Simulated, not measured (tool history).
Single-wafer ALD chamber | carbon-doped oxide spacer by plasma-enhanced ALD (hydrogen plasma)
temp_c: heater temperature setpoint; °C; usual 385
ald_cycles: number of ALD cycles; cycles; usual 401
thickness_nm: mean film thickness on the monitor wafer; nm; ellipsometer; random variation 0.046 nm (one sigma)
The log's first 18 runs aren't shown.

run   hour  temp_c  ald_cycles  read-back reference wafer on the same gauge, thickness_nm  thickness_nm
 19  422.3     396         401                                                     16.213        18.443
 20  455.5     399         352                                                     16.211        16.238
 21  481.1     379         445                                                     16.204        20.429
     483.2  -- gauge calibrated
 22  502.7     385         401                                                     16.201        18.463
 23  519.0     385         354                                                     16.201        16.307
 24  535.3     385         401                                                     16.202        18.462
 25  569.8     385         422                                                     16.207        19.484
 26  581.9     381         377                                                     16.196        17.299
 27  605.6     385         401                                                     16.208        18.472
 28  631.2     385         474                                                     16.207        21.905
 29  663.2     392         473                                                     16.207        21.758
 30  692.4     385         401                                                     16.207        18.416
 31  713.3     385         401                                                     16.192        18.454

4 ways to go on from here, each from the tool as it stands after run 31. What would each give?
  A  714.3     385         401                                                          ?             ?
  B  714.3     372         328                                                          ?             ?
  C  714.3     400         338                                                          ?             ?
  D  714.3     381         401                                                          ?             ?

run  read-back reference wafer on the same gauge, thickness_nm  thickness_nm
  A                                                     16.220        18.374
  B                                                     16.220        15.029
  C                                                     16.220        15.488
  D                                                     16.220        18.374
Without the tool's hidden state the same runs would have given:
run  thickness_nm
  A        18.374
  B        15.029
  C        15.488
  D        18.374
